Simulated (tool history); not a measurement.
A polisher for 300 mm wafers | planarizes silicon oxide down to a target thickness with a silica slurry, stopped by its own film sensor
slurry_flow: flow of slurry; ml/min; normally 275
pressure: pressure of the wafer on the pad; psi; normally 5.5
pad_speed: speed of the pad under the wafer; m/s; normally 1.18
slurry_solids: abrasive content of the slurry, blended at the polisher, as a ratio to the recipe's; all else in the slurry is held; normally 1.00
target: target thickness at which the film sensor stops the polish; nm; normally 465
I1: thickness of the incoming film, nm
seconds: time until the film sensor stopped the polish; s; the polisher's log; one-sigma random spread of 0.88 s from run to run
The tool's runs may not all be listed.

Run 1, hour 0.0: usual settings; I1 739.6. Result: seconds 75.4 s.
Run 2, hour 79.7: usual settings; I1 739.6. Result: seconds 76.2 s.
Run 3, hour 152.1: usual settings; I1 717.8. Result: seconds 71.2 s.
At hour 199.3: slurry blender recalibrated.
At hour 228.5: conditioning disc replaced and pad reconditioned.
Run 4, hour 245.6: usual settings; I1 720.4. Result: seconds 67.0 s.
Run 5, hour 340.6: usual settings; I1 737.0. Result: seconds 70.7 s.
At hour 365.7: worn pad replaced by a new one.
Run 6, hour 413.2: usual settings; I1 734.5. Result: seconds 72.1 s.
Run 7, hour 451.0: usual settings but slurry_flow 330 ml/min, pressure 4.8 psi; I1 744.7. Result: seconds 78.5 s.
At hour 533.9: head pressure recalibrated.
Run 8, hour 543.9: usual settings but slurry_flow 330 ml/min, pressure 4.8 psi; I1 735.8. Result: seconds 79.2 s.
At hour 553.4: slurry nozzle cleaned.
Run 9, hour 590.9: usual settings but target 495 nm; I1 742.8. Result: seconds 68.4 s.
Run 10, hour 671.5: usual settings but slurry_solids 1.25; I1 729.0. Result: seconds 69.1 s.
Run 11, hour 751.6: usual settings but slurry_flow 240 ml/min, pressure 6.9 psi, target 512 nm; I1 730.5. Result: seconds 54.9 s.
At hour 785.0: slurry blender recalibrated.
At hour 825.4: conditioning disc replaced and pad reconditioned.
Run 12, hour 844.9: usual settings but slurry_flow 340 ml/min, target 504 nm; I1 734.4. Result: seconds 58.1 s.
Run 13, hour 922.6: usual settings but slurry_solids 0.75; I1 720.2. Result: seconds 73.3 s.
At hour 984.5: worn pad replaced by a new one.
Run 14, hour 985.0: usual settings but pad_speed 0.84 m/s; I1 725.8. Result: seconds 84.8 s.
At hour 1110.3: head pressure recalibrated.
At hour 1113.3: slurry nozzle cleaned.
Run 15, hour 1125.3: usual settings but slurry_flow 210 ml/min, pad_speed 1.58 m/s; I1 745.9. Result: seconds 66.2 s.
Run 16, hour 1165.6: usual settings; I1 733.8. Result: seconds 75.1 s.
Run 17, hour 1218.8: usual settings but pressure 3.8 psi, pad_speed 1.46 m/s, slurry_solids 0.70, target 427 nm; I1 730.5. Result: seconds 98.7 s.
At hour 1245.1: slurry blender recalibrated.
Run 18, hour 1288.8: usual settings but pressure 6.3 psi, slurry_solids 0.80; I1 723.2. Result: seconds 71.2 s.
Run 19, hour 1327.9: usual settings but slurry_flow 335 ml/min, pressure 4.8 psi, pad_speed 1.30 m/s, slurry_solids 0.90; I1 744.3. Result: seconds 82.2 s.
Run 20, hour 1402.4: usual settings but slurry_solids 0.80; I1 740.8. Result: seconds 84.6 s.
At hour 1409.4: conditioning disc replaced and pad reconditioned.
Run 21, hour 1477.8: usual settings but slurry_flow 300 ml/min, slurry_solids 1.25, target 492 nm; I1 735.2. Result: seconds 59.6 s.
Run 22, hour 1521.8: usual settings but slurry_flow 240 ml/min, pressure 6.9 psi, target 512 nm; I1 725.2. Result: seconds 49.2 s.
At hour 1566.5: worn pad replaced by a new one.
Run 23, hour 1583.9: usual settings but slurry_solids 0.90; I1 727.6. Result: seconds 72.0 s.
At hour 1638.4: slurry nozzle cleaned.
Run 24, hour 1650.1: usual settings; I1 738.6. Result: seconds 73.6 s.
Run 25, hour 1715.3: usual settings but pressure 6.2 psi, target 505 nm; I1 726.4. Result: seconds 56.5 s.
At hour 1769.9: head pressure recalibrated.
Run 26, hour 1770.4: usual settings but slurry_flow 335 ml/min, pressure 7.2 psi, pad_speed 1.44 m/s, target 404 nm; I1 732.6. Result: seconds 66.1 s.

For each run, what was the tool's unlogged condition?
removal rate lost through wear of the pad, %: 0 at every run
slurry flow missing at the pad, %: 0 at every run
deviation of the head's pressure from its setpoint, %: 0 at every run
abrasive missing from the slurry, %: 0 at every run
H1: time polished since the conditioner stopped cutting, s
run    H1
  1    69
  2  83.6
  3  96.8
  4    15
  5  32.3
  6  45.5
  7  52.4
  8  69.4
  9  77.9
 10  92.6
 11   107
 12  11.5
 13  25.7
 14  37.1
 15  62.6
 16    70
 17  79.7
 18  92.5
 19  99.6
 20   113
 21  22.4
 22  30.5
 23  41.8
 24  53.8
 25  65.7
 26  75.8
